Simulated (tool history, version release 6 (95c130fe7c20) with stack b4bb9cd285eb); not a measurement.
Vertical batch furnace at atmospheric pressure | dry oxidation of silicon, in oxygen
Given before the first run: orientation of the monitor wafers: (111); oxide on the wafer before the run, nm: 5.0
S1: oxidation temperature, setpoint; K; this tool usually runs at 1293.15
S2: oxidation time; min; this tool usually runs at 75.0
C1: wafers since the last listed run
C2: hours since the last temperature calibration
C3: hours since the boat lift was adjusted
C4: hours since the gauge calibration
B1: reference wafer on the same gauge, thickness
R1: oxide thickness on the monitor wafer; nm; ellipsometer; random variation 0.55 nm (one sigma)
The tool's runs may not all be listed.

{"run": 1, "hour": 0.0, "S1": 1293.15, "S2": 83.5, "C1": 0, "C2": 1064.2, "C3": 1511.6, "C4": 1066.3, "B1": 83.38, "R1": 97.31}
{"run": 2, "hour": 32.0, "S1": 1293.15, "S2": 75.0, "C1": 499, "C2": 1096.2, "C3": 1543.6, "C4": 1098.3, "B1": 83.4, "R1": 91.49}
{"run": 3, "hour": 91.4, "S1": 1293.15, "S2": 75.0, "C1": 926, "C2": 1155.6, "C3": 1603.0, "C4": 1157.7, "B1": 83.33, "R1": 91.34}
{"run": 4, "hour": 139.7, "S1": 1293.15, "S2": 75.0, "C1": 753, "C2": 1203.9, "C3": 1651.3, "C4": 1206.0, "B1": 83.47, "R1": 91.64}
{"run": 5, "hour": 194.3, "S1": 1293.15, "S2": 75.0, "C1": 852, "C2": 1258.5, "C3": 1705.9, "C4": 1260.6, "B1": 83.44, "R1": 91.74}
{"run": 6, "hour": 266.3, "S1": 1293.15, "S2": 75.0, "C1": 1123, "C2": 1330.5, "C3": 1777.9, "C4": 1332.6, "B1": 83.32, "R1": 90.87}
{"hour": 271.6, "done": "gauge calibrated"}
{"run": 7, "hour": 297.8, "S1": 1293.15, "S2": 75.0, "C1": 491, "C2": 1362.0, "C3": 1809.4, "C4": 26.2, "B1": 83.34, "R1": 91.09}
{"run": 8, "hour": 351.3, "S1": 1293.15, "S2": 75.0, "C1": 834, "C2": 1415.5, "C3": 1862.9, "C4": 79.7, "B1": 83.67, "R1": 90.24}
{"run": 9, "hour": 390.1, "S1": 1293.15, "S2": 75.0, "C1": 605, "C2": 1454.3, "C3": 1901.7, "C4": 118.5, "B1": 83.59, "R1": 91.04}
{"run": 10, "hour": 453.7, "S1": 1293.15, "S2": 75.0, "C1": 992, "C2": 1517.9, "C3": 1965.3, "C4": 182.1, "B1": 83.25, "R1": 90.11}
{"run": 11, "hour": 496.2, "S1": 1293.15, "S2": 75.0, "C1": 663, "C2": 1560.4, "C3": 2007.8, "C4": 224.6, "B1": 83.35, "R1": 89.58}
{"run": 12, "hour": 545.8, "S1": 1310.15, "S2": 61.0, "C1": 774, "C2": 1610.0, "C3": 2057.4, "C4": 274.2, "B1": 83.29, "R1": 89.09}
{"run": 13, "hour": 598.8, "S1": 1310.15, "S2": 61.0, "C1": 827, "C2": 1663.0, "C3": 2110.4, "C4": 327.2, "B1": 83.39, "R1": 88.43}
{"run": 14, "hour": 646.8, "S1": 1293.15, "S2": 75.0, "C1": 749, "C2": 1711.0, "C3": 2158.4, "C4": 375.2, "B1": 83.36, "R1": 90.68}
{"run": 15, "hour": 690.2, "S1": 1293.15, "S2": 75.0, "C1": 677, "C2": 1754.4, "C3": 2201.8, "C4": 418.6, "B1": 83.48, "R1": 90.63}
{"hour": 714.9, "done": "thermocouples replaced and temperature profile calibrated"}
{"run": 16, "hour": 731.7, "S1": 1293.15, "S2": 75.0, "C1": 273, "C2": 16.8, "C3": 2243.3, "C4": 460.1, "B1": 83.38, "R1": 90.87}
{"run": 17, "hour": 769.5, "S1": 1269.15, "S2": 65.5, "C1": 589, "C2": 54.6, "C3": 2281.1, "C4": 497.9, "B1": 83.55, "R1": 70.42}
{"run": 18, "hour": 797.7, "S1": 1293.15, "S2": 75.0, "C1": 440, "C2": 82.8, "C3": 2309.3, "C4": 526.1, "B1": 83.42, "R1": 90.91}
{"run": 19, "hour": 868.4, "S1": 1293.15, "S2": 75.0, "C1": 1103, "C2": 153.5, "C3": 2380.0, "C4": 596.8, "B1": 83.2, "R1": 90.4}
{"run": 20, "hour": 932.1, "S1": 1293.15, "S2": 109.5, "C1": 994, "C2": 217.2, "C3": 2443.7, "C4": 660.5, "B1": 83.53, "R1": 115.98}
{"hour": 995.8, "done": "boat lift adjusted"}
{"run": 21, "hour": 1004.0, "S1": 1273.15, "S2": 44.0, "C1": 747, "C2": 289.1, "C3": 8.2, "C4": 732.4, "B1": 83.22, "R1": 56.61}
{"run": 22, "hour": 1071.7, "S1": 1279.15, "S2": 92.0, "C1": 1056, "C2": 356.8, "C3": 75.9, "C4": 800.1, "B1": 83.21, "R1": 96.0}
{"run": 23, "hour": 1126.9, "S1": 1293.15, "S2": 51.0, "C1": 861, "C2": 412.0, "C3": 131.1, "C4": 855.3, "B1": 83.41, "R1": 72.31}
{"run": 24, "hour": 1192.9, "S1": 1274.15, "S2": 52.5, "C1": 1029, "C2": 478.0, "C3": 197.1, "C4": 921.3, "B1": 83.46, "R1": 64.18}
{"run": 25, "hour": 1226.1, "S1": 1293.15, "S2": 75.0, "C1": 518, "C2": 511.2, "C3": 230.3, "C4": 954.5, "B1": 83.09, "R1": 92.1}
{"run": 26, "hour": 1277.4, "S1": 1273.15, "S2": 93.0, "C1": 800, "C2": 562.5, "C3": 281.6, "C4": 1005.8, "B1": 83.71, "R1": 92.91}
{"run": 27, "hour": 1305.9, "S1": 1293.15, "S2": 75.0, "C1": 444, "C2": 591.0, "C3": 310.1, "C4": 1034.3, "B1": 83.58, "R1": 91.82}
{"run": 28, "hour": 1338.4, "S1": 1293.15, "S2": 75.0, "C1": 507, "C2": 623.5, "C3": 342.6, "C4": 1066.8, "B1": 83.37, "R1": 92.32}
{"run": 29, "hour": 1362.7, "S1": 1286.15, "S2": 95.5, "C1": 379, "C2": 647.8, "C3": 366.9, "C4": 1091.1, "B1": 83.44, "R1": 102.37}
{"run": 30, "hour": 1415.8, "S1": 1293.15, "S2": 75.0, "C1": 828, "C2": 700.9, "C3": 420.0, "C4": 1144.2, "B1": 83.47, "R1": 93.71}
{"hour": 1458.2, "done": "gauge calibrated"}
{"run": 31, "hour": 1468.4, "S1": 1293.15, "S2": 75.0, "C1": 820, "C2": 753.5, "C3": 472.6, "C4": 10.2, "B1": 83.49, "R1": 91.94}
{"run": 32, "hour": 1540.3, "S1": 1307.15, "S2": 87.0, "C1": 1121, "C2": 825.4, "C3": 544.5, "C4": 82.1, "B1": 83.4, "R1": 111.44}
{"run": 33, "hour": 1612.2, "S1": 1293.15, "S2": 51.0, "C1": 1121, "C2": 897.3, "C3": 616.4, "C4": 154.0, "B1": 83.31, "R1": 71.82}
{"run": 34, "hour": 1654.3, "S1": 1314.15, "S2": 49.5, "C1": 656, "C2": 939.4, "C3": 658.5, "C4": 196.1, "B1": 83.42, "R1": 81.69}
{"run": 35, "hour": 1701.9, "S1": 1302.15, "S2": 93.0, "C1": 742, "C2": 987.0, "C3": 706.1, "C4": 243.7, "B1": 83.55, "R1": 110.97}
{"run": 36, "hour": 1744.7, "S1": 1284.15, "S2": 75.0, "C1": 667, "C2": 1029.8, "C3": 748.9, "C4": 286.5, "B1": 83.47, "R1": 86.16}
{"run": 37, "hour": 1785.6, "S1": 1285.15, "S2": 92.0, "C1": 638, "C2": 1070.7, "C3": 789.8, "C4": 327.4, "B1": 83.36, "R1": 98.61}
{"run": 38, "hour": 1812.3, "S1": 1304.15, "S2": 45.5, "C1": 416, "C2": 1097.4, "C3": 816.5, "C4": 354.1, "B1": 83.44, "R1": 73.09}
{"run": 39, "hour": 1841.1, "S1": 1308.15, "S2": 38.0, "C1": 449, "C2": 1126.2, "C3": 845.3, "C4": 382.9, "B1": 83.18, "R1": 65.81}
{"run": 40, "hour": 1903.1, "S1": 1293.15, "S2": 75.0, "C1": 967, "C2": 1188.2, "C3": 907.3, "C4": 444.9, "B1": 83.38, "R1": 92.48}

List, for all runs, the conditions of the tool that the log does not record:
true tube temperature minus thermocouple reading, K: 0, the same for each run
gauge reads high (%): 0, the same for each run
H1: monitor wafer colder than the profiled boat position, K
run=1 H1=1.87
run=2 H1=1.93
run=3 H1=2.03
run=4 H1=2.12
run=5 H1=2.23
run=6 H1=2.37
run=7 H1=2.43
run=8 H1=2.54
run=9 H1=2.63
run=10 H1=2.76
run=11 H1=2.86
run=12 H1=2.97
run=13 H1=3.1
run=14 H1=3.21
run=15 H1=3.32
run=16 H1=3.43
run=17 H1=3.52
run=18 H1=3.6
run=19 H1=3.78
run=20 H1=3.96
run=21 H1=0.0709
run=22 H1=0.0742
run=23 H1=0.0806
run=24 H1=0.0929
run=25 H1=0.101
run=26 H1=0.116
run=27 H1=0.125
run=28 H1=0.137
run=29 H1=0.147
run=30 H1=0.171
run=31 H1=0.197
run=32 H1=0.239
run=33 H1=0.286
run=34 H1=0.316
run=35 H1=0.353
run=36 H1=0.388
run=37 H1=0.424
run=38 H1=0.448
run=39 H1=0.475
run=40 H1=0.536
